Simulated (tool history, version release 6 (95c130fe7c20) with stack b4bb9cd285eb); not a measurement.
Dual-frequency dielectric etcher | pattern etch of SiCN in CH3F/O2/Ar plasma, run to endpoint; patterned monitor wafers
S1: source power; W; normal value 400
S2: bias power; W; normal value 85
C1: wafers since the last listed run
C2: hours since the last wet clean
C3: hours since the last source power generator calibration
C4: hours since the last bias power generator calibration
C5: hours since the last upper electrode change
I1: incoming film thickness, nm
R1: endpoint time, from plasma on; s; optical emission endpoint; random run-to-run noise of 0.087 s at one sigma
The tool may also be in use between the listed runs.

run 1 day=0 | S1=350 S2=85 | C1=0 C2=368.8 C3=1924.8 C4=1297.6 C5=4934.6 | I1=7.16 | R1=17.1
run 2 day=1.258 | S1=350 S2=85 | C1=268 C2=399 C3=1955 C4=1327.8 C5=4964.8 | I1=7.11 | R1=17
run 3 day=2.575 | S1=350 S2=85 | C1=280 C2=430.6 C3=1986.6 C4=1359.4 C5=4996.4 | I1=7.07 | R1=16.7
run 4 day=3.425 | S1=400 S2=100 | C1=181 C2=451 C3=2007 C4=1379.8 C5=5016.8 | I1=7.08 | R1=14.7
run 5 day=4.304 | S1=400 S2=85 | C1=187 C2=472.1 C3=2028.1 C4=1400.9 C5=5037.9 | I1=7.12 | R1=16.2
run 6 day=5.329 | S1=400 S2=85 | C1=218 C2=496.7 C3=2052.7 C4=1425.5 C5=5062.5 | I1=7.11 | R1=16.1
run 7 day=6.317 | S1=380 S2=85 | C1=210 C2=520.4 C3=2076.4 C4=1449.2 C5=5086.2 | I1=7.13 | R1=16.4
run 8 day=7.346 | S1=380 S2=85 | C1=219 C2=545.1 C3=2101.1 C4=1473.9 C5=5110.9 | I1=7.12 | R1=16.2
run 9 day=8.829 | S1=470 S2=79 | C1=316 C2=580.7 C3=2136.7 C4=1509.5 C5=5146.5 | I1=7.16 | R1=15.8
-- day=9.45 source power generator calibrated
-- day=10.5 wet clean of the chamber
run 10 day=11.758 | S1=470 S2=79 | C1=375 C2=30.2 C3=55.4 C4=1579.8 C5=5216.8 | I1=7.12 | R1=16.5
run 11 day=13.117 | S1=470 S2=79 | C1=289 C2=62.8 C3=88 C4=1612.4 C5=5249.4 | I1=7.07 | R1=16.3
run 12 day=17.6 | S1=320 S2=102 | C1=956 C2=170.4 C3=195.6 C4=1720 C5=5357 | I1=7.07 | R1=16.1
run 13 day=18.642 | S1=320 S2=102 | C1=222 C2=195.4 C3=220.6 C4=1745 C5=5382 | I1=7.16 | R1=16.2
run 14 day=19.354 | S1=320 S2=102 | C1=151 C2=212.5 C3=237.7 C4=1762.1 C5=5399.1 | I1=7.07 | R1=16.1
-- day=20.025 bias power generator calibrated
run 15 day=20.25 | S1=400 S2=85 | C1=155 C2=234 C3=259.2 C4=5.4 C5=5420.6 | I1=7.07 | R1=16.4
run 16 day=20.85 | S1=460 S2=85 | C1=127 C2=248.4 C3=273.6 C4=19.8 C5=5435 | I1=7.04 | R1=15.6
run 17 day=21.675 | S1=360 S2=85 | C1=175 C2=268.2 C3=293.4 C4=39.6 C5=5454.8 | I1=7.06 | R1=16.8
run 18 day=22.6 | S1=400 S2=85 | C1=197 C2=290.4 C3=315.6 C4=61.8 C5=5477 | I1=7.07 | R1=16.4
run 19 day=23.808 | S1=400 S2=85 | C1=257 C2=319.4 C3=344.6 C4=90.8 C5=5506 | I1=7.16 | R1=16.4
run 20 day=24.725 | S1=400 S2=85 | C1=195 C2=341.4 C3=366.6 C4=112.8 C5=5528 | I1=7.11 | R1=16.3
run 21 day=25.95 | S1=310 S2=98 | C1=261 C2=370.8 C3=396 C4=142.2 C5=5557.4 | I1=7.13 | R1=16.4
run 22 day=26.808 | S1=470 S2=67 | C1=183 C2=391.4 C3=416.6 C4=162.8 C5=5578 | I1=7.07 | R1=17.3
run 23 day=27.7 | S1=400 S2=85 | C1=190 C2=412.8 C3=438 C4=184.2 C5=5599.4 | I1=7.18 | R1=16.4
-- day=29.854 upper electrode replaced
run 24 day=29.875 | S1=460 S2=73 | C1=250 C2=465 C3=490.2 C4=236.4 C5=0.5 | I1=7.14 | R1=16.8
run 25 day=29.888 | S1=440 S2=91 | C1=2 C2=465.3 C3=490.5 C4=236.7 C5=0.8 | I1=7.07 | R1=15.1
run 26 day=30.592 | S1=440 S2=65 | C1=150 C2=482.2 C3=507.4 C4=253.6 C5=17.7 | I1=7.07 | R1=17.7
run 27 day=31.942 | S1=400 S2=85 | C1=287 C2=514.6 C3=539.8 C4=286 C5=50.1 | I1=7.12 | R1=16.1
run 28 day=32.767 | S1=400 S2=68 | C1=175 C2=534.4 C3=559.6 C4=305.8 C5=69.9 | I1=7.08 | R1=17.8
run 29 day=34.029 | S1=370 S2=76 | C1=269 C2=564.7 C3=589.9 C4=336.1 C5=100.2 | I1=7.14 | R1=17.3
run 30 day=35.146 | S1=400 S2=85 | C1=238 C2=591.5 C3=616.7 C4=362.9 C5=127 | I1=7.14 | R1=16.1
run 31 day=36.229 | S1=430 S2=85 | C1=231 C2=617.5 C3=642.7 C4=388.9 C5=153 | I1=7.12 | R1=15.4
-- day=37.904 wet clean of the chamber
run 32 day=37.925 | S1=400 S2=85 | C1=148 C2=0.5 C3=683.4 C4=429.6 C5=193.7 | I1=7.08 | R1=16.5
run 33 day=38.129 | S1=400 S2=92 | C1=43 C2=5.4 C3=688.3 C4=434.5 C5=198.6 | I1=7.08 | R1=16
run 34 day=39.521 | S1=300 S2=85 | C1=296 C2=38.8 C3=721.7 C4=467.9 C5=232 | I1=7.1 | R1=18.1

Alternative continuations, all from the tool just after run 34; predict every row:
run A day=39.538 | S1=400 S2=97 | C1=3 C2=39.2 C3=722.1 C4=468.3 C5=232.4 | I1=7.17 | R1=?
run B day=39.538 | S1=340 S2=90 | C1=3 C2=39.2 C3=722.1 C4=468.3 C5=232.4 | I1=7.17 | R1=?
run C day=39.538 | S1=340 S2=68 | C1=3 C2=39.2 C3=722.1 C4=468.3 C5=232.4 | I1=7.17 | R1=?
run D day=39.538 | S1=450 S2=85 | C1=3 C2=39.2 C3=722.1 C4=468.3 C5=232.4 | I1=7.17 | R1=?
run E day=39.538 | S1=490 S2=85 | C1=3 C2=39.2 C3=722.1 C4=468.3 C5=232.4 | I1=7.17 | R1=?

run=A R1=15.8
run=B R1=17.1
run=C R1=19.7
run=D R1=16.2
run=E R1=15.8
What these runs would have given with no unlogged condition in the tool:
run=A R1=15.9
run=B R1=17.3
run=C R1=19.8
run=D R1=16.3
run=E R1=15.9
